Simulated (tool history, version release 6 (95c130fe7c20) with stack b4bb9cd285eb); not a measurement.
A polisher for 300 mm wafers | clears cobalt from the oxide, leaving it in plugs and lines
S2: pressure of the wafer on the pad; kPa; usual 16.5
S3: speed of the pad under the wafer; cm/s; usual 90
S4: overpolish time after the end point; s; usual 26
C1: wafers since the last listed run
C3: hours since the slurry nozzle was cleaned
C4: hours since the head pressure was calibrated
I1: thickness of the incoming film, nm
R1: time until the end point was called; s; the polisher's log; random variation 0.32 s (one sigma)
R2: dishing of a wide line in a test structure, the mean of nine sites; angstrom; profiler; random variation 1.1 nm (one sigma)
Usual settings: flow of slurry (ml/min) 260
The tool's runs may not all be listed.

run 1 hour=0.0 | flow_of_slurry_(ml/min)=260 S2=16.5 S3=90 S4=26 | C1=0 wafers_polished_on_this_pad=5264 C3=389.9 C4=463.9 | I1=162.2 | R1=25.7 R2=647
-- hour=28.5 worn pad replaced by a new one
-- hour=30.4 slurry nozzle cleaned
run 2 hour=66.4 | flow_of_slurry_(ml/min)=260 S2=16.5 S3=90 S4=26 | C1=661 wafers_polished_on_this_pad=397 C3=36.0 C4=530.3 | I1=160.1 | R1=24.9 R2=634
run 3 hour=125.0 | flow_of_slurry_(ml/min)=260 S2=16.5 S3=90 S4=26 | C1=631 wafers_polished_on_this_pad=1029 C3=94.6 C4=588.9 | I1=158.1 | R1=25.2 R2=628
run 4 hour=156.5 | flow_of_slurry_(ml/min)=260 S2=16.5 S3=90 S4=26 | C1=339 wafers_polished_on_this_pad=1368 C3=126.1 C4=620.4 | I1=160.9 | R1=25.2 R2=639
run 5 hour=197.2 | flow_of_slurry_(ml/min)=260 S2=16.5 S3=90 S4=26 | C1=438 wafers_polished_on_this_pad=1806 C3=166.8 C4=661.1 | I1=160.7 | R1=25.1 R2=630
run 6 hour=246.3 | flow_of_slurry_(ml/min)=260 S2=16.5 S3=90 S4=26 | C1=528 wafers_polished_on_this_pad=2335 C3=215.9 C4=710.2 | I1=158.2 | R1=24.3 R2=626
run 7 hour=279.1 | flow_of_slurry_(ml/min)=260 S2=16.5 S3=90 S4=30 | C1=353 wafers_polished_on_this_pad=2688 C3=248.7 C4=743.0 | I1=159.0 | R1=24.3 R2=669
run 8 hour=305.1 | flow_of_slurry_(ml/min)=260 S2=16.5 S3=114 S4=26 | C1=280 wafers_polished_on_this_pad=2968 C3=274.7 C4=769.0 | I1=161.6 | R1=20.0 R2=647
-- hour=318.2 head pressure recalibrated
run 9 hour=368.5 | flow_of_slurry_(ml/min)=260 S2=16.5 S3=114 S4=26 | C1=661 wafers_polished_on_this_pad=3630 C3=338.1 C4=50.3 | I1=160.6 | R1=19.1 R2=662
run 10 hour=438.6 | flow_of_slurry_(ml/min)=260 S2=16.5 S3=114 S4=26 | C1=755 wafers_polished_on_this_pad=4385 C3=408.2 C4=120.4 | I1=157.4 | R1=18.0 R2=666
run 11 hour=489.5 | flow_of_slurry_(ml/min)=260 S2=16.5 S3=90 S4=26 | C1=548 wafers_polished_on_this_pad=4933 C3=459.1 C4=171.3 | I1=157.8 | R1=23.7 R2=639
-- hour=496.6 worn pad replaced by a new one
run 12 hour=522.4 | flow_of_slurry_(ml/min)=300 S2=11.7 S3=102 S4=38 | C1=311 wafers_polished_on_this_pad=277 C3=492.0 C4=204.2 | I1=160.3 | R1=25.4 R2=676
run 13 hour=576.8 | flow_of_slurry_(ml/min)=260 S2=21.4 S3=116 S4=31 | C1=585 wafers_polished_on_this_pad=863 C3=546.4 C4=258.6 | I1=159.6 | R1=15.2 R2=666
-- hour=586.4 slurry nozzle cleaned
run 14 hour=619.7 | flow_of_slurry_(ml/min)=260 S2=16.5 S3=90 S4=26 | C1=451 wafers_polished_on_this_pad=1314 C3=33.3 C4=301.5 | I1=163.2 | R1=24.4 R2=635
run 15 hour=654.6 | flow_of_slurry_(ml/min)=200 S2=20.0 S3=78 S4=11 | C1=375 wafers_polished_on_this_pad=1690 C3=68.2 C4=336.4 | I1=160.9 | R1=24.7 R2=464
run 16 hour=709.3 | flow_of_slurry_(ml/min)=260 S2=14.5 S3=90 S4=26 | C1=589 wafers_polished_on_this_pad=2279 C3=122.9 C4=391.1 | I1=157.9 | R1=25.3 R2=625
run 17 hour=769.7 | flow_of_slurry_(ml/min)=260 S2=16.5 S3=90 S4=26 | C1=650 wafers_polished_on_this_pad=2930 C3=183.3 C4=451.5 | I1=157.4 | R1=23.1 R2=622
run 18 hour=823.8 | flow_of_slurry_(ml/min)=330 S2=16.5 S3=90 S4=26 | C1=582 wafers_polished_on_this_pad=3512 C3=237.4 C4=505.6 | I1=158.2 | R1=22.6 R2=657
-- hour=838.2 head pressure recalibrated, repeated, since the last time left the tool worse
run 19 hour=895.0 | flow_of_slurry_(ml/min)=235 S2=16.5 S3=100 S4=33 | C1=745 wafers_polished_on_this_pad=4258 C3=308.6 C4=56.8 | I1=159.7 | R1=23.3 R2=665
run 20 hour=933.2 | flow_of_slurry_(ml/min)=260 S2=13.8 S3=90 S4=41 | C1=411 wafers_polished_on_this_pad=4669 C3=346.8 C4=95.0 | I1=161.2 | R1=29.0 R2=670
run 21 hour=971.1 | flow_of_slurry_(ml/min)=260 S2=16.5 S3=90 S4=26 | C1=408 wafers_polished_on_this_pad=5077 C3=384.7 C4=132.9 | I1=159.2 | R1=25.5 R2=633
-- hour=1031.0 worn pad replaced by a new one
run 22 hour=1032.7 | flow_of_slurry_(ml/min)=260 S2=16.5 S3=90 S4=14 | C1=620 wafers_polished_on_this_pad=18 C3=446.3 C4=194.5 | I1=159.9 | R1=25.1 R2=503
-- hour=1051.3 slurry nozzle cleaned
run 23 hour=1060.3 | flow_of_slurry_(ml/min)=260 S2=18.6 S3=90 S4=26 | C1=286 wafers_polished_on_this_pad=304 C3=9.0 C4=222.1 | I1=156.5 | R1=23.1 R2=650
run 24 hour=1125.4 | flow_of_slurry_(ml/min)=260 S2=16.5 S3=106 S4=15 | C1=701 wafers_polished_on_this_pad=1005 C3=74.1 C4=287.2 | I1=157.4 | R1=21.1 R2=561
run 25 hour=1197.2 | flow_of_slurry_(ml/min)=260 S2=16.5 S3=90 S4=26 | C1=773 wafers_polished_on_this_pad=1779 C3=145.9 C4=359.0 | I1=159.5 | R1=25.2 R2=612
run 26 hour=1254.1 | flow_of_slurry_(ml/min)=260 S2=16.5 S3=110 S4=26 | C1=612 wafers_polished_on_this_pad=2392 C3=202.8 C4=415.9 | I1=161.8 | R1=21.1 R2=647
run 27 hour=1323.0 | flow_of_slurry_(ml/min)=325 S2=15.2 S3=90 S4=26 | C1=742 wafers_polished_on_this_pad=3134 C3=271.7 C4=484.8 | I1=161.3 | R1=25.8 R2=633
run 28 hour=1476.1 | flow_of_slurry_(ml/min)=315 S2=16.5 S3=90 S4=26 | C1=1648 wafers_polished_on_this_pad=4783 C3=424.8 C4=637.9 | I1=161.4 | R1=24.2 R2=614
-- hour=1490.7 head pressure recalibrated
-- hour=1493.7 worn pad replaced by a new one
run 29 hour=1538.4 | flow_of_slurry_(ml/min)=260 S2=18.6 S3=90 S4=26 | C1=617 wafers_polished_on_this_pad=481 C3=487.1 C4=47.7 | I1=162.7 | R1=24.4 R2=622
-- hour=1574.3 slurry nozzle cleaned
run 30 hour=1605.1 | flow_of_slurry_(ml/min)=305 S2=16.5 S3=116 S4=20 | C1=707 wafers_polished_on_this_pad=1189 C3=30.8 C4=114.4 | I1=161.2 | R1=19.7 R2=642
run 31 hour=1632.0 | flow_of_slurry_(ml/min)=260 S2=16.5 S3=90 S4=31 | C1=289 wafers_polished_on_this_pad=1479 C3=57.7 C4=141.3 | I1=157.5 | R1=25.3 R2=664
run 32 hour=1668.7 | flow_of_slurry_(ml/min)=325 S2=12.4 S3=70 S4=20 | C1=395 wafers_polished_on_this_pad=1874 C3=94.4 C4=178.0 | I1=161.3 | R1=39.5 R2=500
run 33 hour=1696.1 | flow_of_slurry_(ml/min)=175 S2=12.4 S3=108 S4=26 | C1=295 wafers_polished_on_this_pad=2169 C3=121.8 C4=205.4 | I1=160.3 | R1=27.2 R2=648
run 34 hour=1746.4 | flow_of_slurry_(ml/min)=325 S2=16.5 S3=118 S4=15 | C1=541 wafers_polished_on_this_pad=2711 C3=172.1 C4=255.7 | I1=163.3 | R1=19.4 R2=579

What the log doesn't show, run by run:
removal rate lost through wear of the pad, %: 0 in every run
slurry flow missing at the pad, %: 0 in every run
H1: deviation of the head's pressure from its setpoint, %
run=1 H1=4.32
run=2 H1=4.89
run=3 H1=5.4
run=4 H1=5.67
run=5 H1=6.02
run=6 H1=6.45
run=7 H1=6.73
run=8 H1=6.96
run=9 H1=11.6
run=10 H1=12.3
run=11 H1=12.7
run=12 H1=13
run=13 H1=13.4
run=14 H1=13.8
run=15 H1=14.1
run=16 H1=14.6
run=17 H1=15.1
run=18 H1=15.6
run=19 H1=1.34
run=20 H1=1.67
run=21 H1=2
run=22 H1=2.53
run=23 H1=2.77
run=24 H1=3.33
run=25 H1=3.95
run=26 H1=4.44
run=27 H1=5.04
run=28 H1=6.36
run=29 H1=-0.244
run=30 H1=0.333
run=31 H1=0.566
run=32 H1=0.883
run=33 H1=1.12
run=34 H1=1.55

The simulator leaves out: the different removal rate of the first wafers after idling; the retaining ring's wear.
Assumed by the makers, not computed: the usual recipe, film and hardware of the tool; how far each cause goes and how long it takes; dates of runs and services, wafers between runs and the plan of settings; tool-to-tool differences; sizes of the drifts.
